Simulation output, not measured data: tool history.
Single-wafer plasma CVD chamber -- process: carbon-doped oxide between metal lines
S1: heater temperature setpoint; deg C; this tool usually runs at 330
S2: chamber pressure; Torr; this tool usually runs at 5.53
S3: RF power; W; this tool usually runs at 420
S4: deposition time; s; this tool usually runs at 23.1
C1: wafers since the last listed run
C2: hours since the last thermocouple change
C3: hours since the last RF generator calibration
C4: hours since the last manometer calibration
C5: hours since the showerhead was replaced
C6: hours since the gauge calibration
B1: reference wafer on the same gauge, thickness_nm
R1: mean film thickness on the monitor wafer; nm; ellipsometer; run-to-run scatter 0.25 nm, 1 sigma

run    hour   S1    S2   S3    S4    C1      C2      C3      C4      C5      C6       B1       R1
  1       0  330  4.61  420  23.1     0  2325.2  1027.3    1626  2253.7    1166  128.002  102.646
  2    33.1  325  5.53  420  24.3   903  2358.3  1060.4  1659.1  2286.8  1199.1  128.011  111.591
  3    63.3  325  5.53  420  24.3   824  2388.5  1090.6  1689.3    2317  1229.3  128.058  111.652
  4    99.6  330  5.53  420  23.1   991  2424.8  1126.9  1725.6  2353.3  1265.6  127.963  104.547
  5   235.2  330  4.48  420  23.1  3702  2560.4  1262.5  1861.2  2488.9  1401.2  127.944  101.718
  6   274.1  330  4.48  420  23.1  1062  2599.3  1301.4  1900.1  2527.8  1440.1  128.064  102.101
      301.8  -- gauge calibrated
  7   328.9  330  5.53  465  23.1  1496  2654.1  1356.2  1954.9  2582.6    27.1  128.015  113.152
  8   373.6  330  5.53  465  23.1  1220  2698.8  1400.9  1999.6  2627.3    71.8  127.987  113.238
  9   415.8  330  5.53  420  23.1  1152    2741  1443.1  2041.8  2669.5     114   128.02  103.448
 10     452  334  5.04  420  23.1   988  2777.2  1479.3    2078  2705.7   150.2  127.953  101.918
      469.1  -- thermocouple changed; heater temperature recalibrated
 11   510.3  334  5.04  420  23.1  1373    41.2  1537.6  2136.3    2764   208.5  128.114  103.388
 12   549.6  330  6.54  420  23.1  1073    80.5  1576.9  2175.6  2803.3   247.8  128.003  106.999
      567.9  -- showerhead replaced
        573  -- RF generator calibrated
 13   607.7  341  5.53  420  23.1  1229   138.6    34.7  2233.7    39.8   305.9  128.057  103.962
 14   673.4  318   6.8  420  23.1  1793   204.3   100.4  2299.4   105.5   371.6  128.059  112.937
 15   733.7  330  4.97  420  23.1  1646   264.6   160.7  2359.7   165.8   431.9  128.005  106.193
 16   768.4  342  5.53  420  25.7   947   299.3   195.4  2394.4   200.5   466.6  128.049  114.475
 17   808.1  330  6.11  340  25.6  1083     339   235.1  2434.1   240.2   506.3  128.008   99.767
 18   873.2  330  5.53  420  23.1  1777   404.1   300.2  2499.2   305.3   571.4   128.03   106.56
 19   925.4  330  5.53  420  23.1  1425   456.3   352.4  2551.4   357.5   623.6  128.075   106.81
 20   980.5  330  5.53  420  23.1  1504   511.4   407.5  2606.5   412.6   678.7  128.009  106.788
     1045.6  -- capacitance manometer re-zeroed and calibrated
 21  1052.3  330  6.88  350  23.1  1741   583.2   479.3     6.7   484.4   750.5  127.963   92.527
 22  1109.4  330  5.53  480  23.1  1559   640.3   536.4    63.8   541.5   807.6  128.039  117.237
 23  1162.7  339  6.68  465  19.7  1455   693.6   589.7   117.1   594.8   860.9  128.065   96.749
 24  1187.4  343  6.17  485  19.8   674   718.3   614.4   141.8   619.5   885.6  128.044   98.476
 25  1251.8  330  4.76  375  24.6  1758   782.7   678.8   206.2   683.9     950  128.029  100.909
 26  1294.6  322  4.68  340  24.6  1168   825.5   721.6     249   726.7   992.8  127.966   94.686
 27  1337.2  330  4.73  335  20.9  1163   868.1   764.2   291.6   769.3  1035.4  127.995   77.602
 28  1403.3  338  5.53  475  23.1  1804   934.2   830.3   357.7   835.4  1101.5  127.965  113.026

For each run, what was the tool's unlogged condition?
true pressure above the setpoint (%): 0, the same for each run
gauge reads high (%): 0, the same for each run
H1: wafer temperature above the value expected at the setpoint (K)
H2: delivered RF power above the setpoint (%)
run     H1      H2
  1   6.45   -1.87
  2   6.47   -1.92
  3   6.48   -1.98
  4    6.5   -2.04
  5   6.56   -2.28
  6   6.57   -2.35
  7   6.59   -2.44
  8   6.61   -2.52
  9   6.62   -2.59
 10   6.63   -2.66
 11   0.31   -2.76
 12  0.574   -2.83
 13  0.944  -0.462
 14   1.33  -0.578
 15   1.67  -0.683
 16   1.85  -0.744
 17   2.05  -0.814
 18   2.35  -0.928
 19   2.58   -1.02
 20   2.81   -1.12
 21   3.09   -1.24
 22   3.29   -1.34
 23   3.47   -1.44
 24   3.55   -1.48
 25   3.75   -1.59
 26   3.87   -1.67
 27   3.99   -1.74
 28   4.16   -1.86

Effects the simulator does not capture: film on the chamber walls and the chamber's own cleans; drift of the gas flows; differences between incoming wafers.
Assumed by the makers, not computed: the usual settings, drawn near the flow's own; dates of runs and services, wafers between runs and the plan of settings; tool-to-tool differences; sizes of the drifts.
